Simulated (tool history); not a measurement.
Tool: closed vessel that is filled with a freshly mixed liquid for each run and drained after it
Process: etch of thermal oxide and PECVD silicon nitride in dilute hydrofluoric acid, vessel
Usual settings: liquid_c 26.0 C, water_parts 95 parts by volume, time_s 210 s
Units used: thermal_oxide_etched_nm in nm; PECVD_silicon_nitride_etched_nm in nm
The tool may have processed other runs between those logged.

run    hour  liquid_c  water_parts  time_s  wafers since the last listed run  hours since the thermometer was replaced  hours since the hydrofluoric acid flow meter was replaced  hours since the gauge calibration  read-back film thickness of the thermal oxide reference wafer, read on the same gauge (nm)  read-back film thickness of the PECVD silicon nitride reference wafer, read on the same gauge (nm)  thermal_oxide_etched_nm  PECVD_silicon_nitride_etched_nm
  1     0.0      26.0           95     235                                 0                                    2223.0                                                      762.5                             1498.5                                                                                       29.99                                                                                              100.01                    14.28                            17.09
  2    41.0      26.0           95     235                              3827                                    2264.0                                                      803.5                             1539.5                                                                                       29.99                                                                                               99.99                    14.33                            16.99
  3    88.2      26.0          130     300                              4406                                    2311.2                                                      850.7                             1586.7                                                                                       29.99                                                                                               99.97                    12.78                            16.08
  4   157.7      26.0           95     290                              6488                                    2380.7                                                      920.2                             1656.2                                                                                       30.00                                                                                               99.99                    17.88                            21.24
      180.7  -- hydrofluoric acid flow meter replaced
  5   199.9      26.0           95     245                              3846                                    2422.9                                                       19.2                             1698.4                                                                                       29.99                                                                                               99.99                    13.97                            16.72
      272.6  -- gauge calibrated
      282.7  -- thermometer replaced
  6   302.9      30.0           70     210                              9522                                      20.2                                                      122.2                               30.3                                                                                       29.98                                                                                               99.99                    19.81                            25.39
  7   351.1      29.5           95     270                              4499                                      68.4                                                      170.4                               78.5                                                                                       30.01                                                                                              100.00                    17.89                            23.61
  8   432.4      30.5           95     210                              7590                                     149.7                                                      251.7                              159.8                                                                                       30.02                                                                                               99.99                    14.53                            19.41
  9   472.2      26.0           95      95                              3715                                     189.5                                                      291.5                              199.6                                                                                       30.03                                                                                              100.01                     5.58                             6.77
 10   528.6      22.0           95     210                              5265                                     245.9                                                      347.9                              256.0                                                                                       29.98                                                                                              100.00                    10.52                            11.36
 11   598.2      29.5          110     160                              6497                                     315.5                                                      417.5                              325.6                                                                                       29.99                                                                                              100.01                     9.18                            12.44
 12   654.8      26.0           95     210                              5284                                     372.1                                                      474.1                              382.2                                                                                       29.98                                                                                              100.01                    12.37                            14.79
 13   700.0      26.0          130     210                              4219                                     417.3                                                      519.3                              427.4                                                                                       29.98                                                                                              100.00                     8.75                            10.81
 14   774.5      29.0           70     305                              6955                                     491.8                                                      593.8                              501.9                                                                                       30.00                                                                                               99.98                    28.84                            35.81
 15   840.7      28.5           80     165                              6180                                     558.0                                                      660.0                              568.1                                                                                       30.01                                                                                              100.00                    13.37                            16.70
 16   887.9      26.0           60     210                              4406                                     605.2                                                      707.2                              615.3                                                                                       29.96                                                                                               99.99                    21.12                            23.87
 17   981.9      26.0           45     245                              8775                                     699.2                                                      801.2                              709.3                                                                                       30.01                                                                                              100.01                    33.92                            36.85
 18  1045.2      29.5           55     140                              5909                                     762.5                                                      864.5                              772.6                                                                                       30.01                                                                                              100.01                    17.82                            22.26
 19  1098.4      26.0           95     235                              4966                                     815.7                                                      917.7                              825.8                                                                                       30.02                                                                                              100.00                    14.58                            17.23
     1115.8  -- hydrofluoric acid flow meter replaced
 20  1141.1      23.0           95     135                              3893                                     858.4                                                       25.3                              868.5                                                                                       30.02                                                                                              100.00                     6.75                             7.49
 21  1201.9      26.0           95     210                              5676                                     919.2                                                       86.1                              929.3                                                                                       29.98                                                                                               99.99                    12.04                            14.29
 22  1248.0      29.0           95     100                              4303                                     965.3                                                      132.2                              975.4                                                                                       29.99                                                                                              100.01                     6.38                             8.24
 23  1310.5      26.0           95     210                              5834                                    1027.8                                                      194.7                             1037.9                                                                                       29.99                                                                                              100.00                    12.20                            14.52
 24  1365.5      22.0          130     270                              5134                                    1082.8                                                      249.7                             1092.9                                                                                       29.97                                                                                               99.99                     9.27                            10.57

5 ways to go on from here, each from the tool as it stands after run 24. What would each give?
  A  1366.2      22.5           95     210                                65                                    1083.5                                                      250.4                             1093.6                                                                                           ?                                                                                                   ?                        ?                                ?
  B  1366.2      23.5           95     210                                65                                    1083.5                                                      250.4                             1093.6                                                                                           ?                                                                                                   ?                        ?                                ?
  C  1366.2      26.0           55     175                                65                                    1083.5                                                      250.4                             1093.6                                                                                           ?                                                                                                   ?                        ?                                ?
  D  1366.2      30.0           45     115                                65                                    1083.5                                                      250.4                             1093.6                                                                                           ?                                                                                                   ?                        ?                                ?
  E  1366.2      29.0           95     210                                65                                    1083.5                                                      250.4                             1093.6                                                                                           ?                                                                                                   ?                        ?                                ?

run  read-back film thickness of the thermal oxide reference wafer, read on the same gauge (nm)  read-back film thickness of the PECVD silicon nitride reference wafer, read on the same gauge (nm)  thermal_oxide_etched_nm  PECVD_silicon_nitride_etched_nm
  A                                                                                       30.01                                                                                               99.99                    10.59                            11.72
  B                                                                                       30.01                                                                                               99.99                    11.02                            12.53
  C                                                                                       30.01                                                                                               99.99                    18.46                            21.12
  D                                                                                       30.01                                                                                               99.99                    17.65                            21.98
  E                                                                                       30.01                                                                                               99.99                    13.66                            17.91
With the hidden condition removed and each run's random variation left untouched, the same runs would have given:
run  thermal_oxide_etched_nm  PECVD_silicon_nitride_etched_nm
  A                    10.35                            11.49
  B                    10.78                            12.28
  C                    18.07                            20.71
  D                    17.27                            21.55
  E                    13.35                            17.55
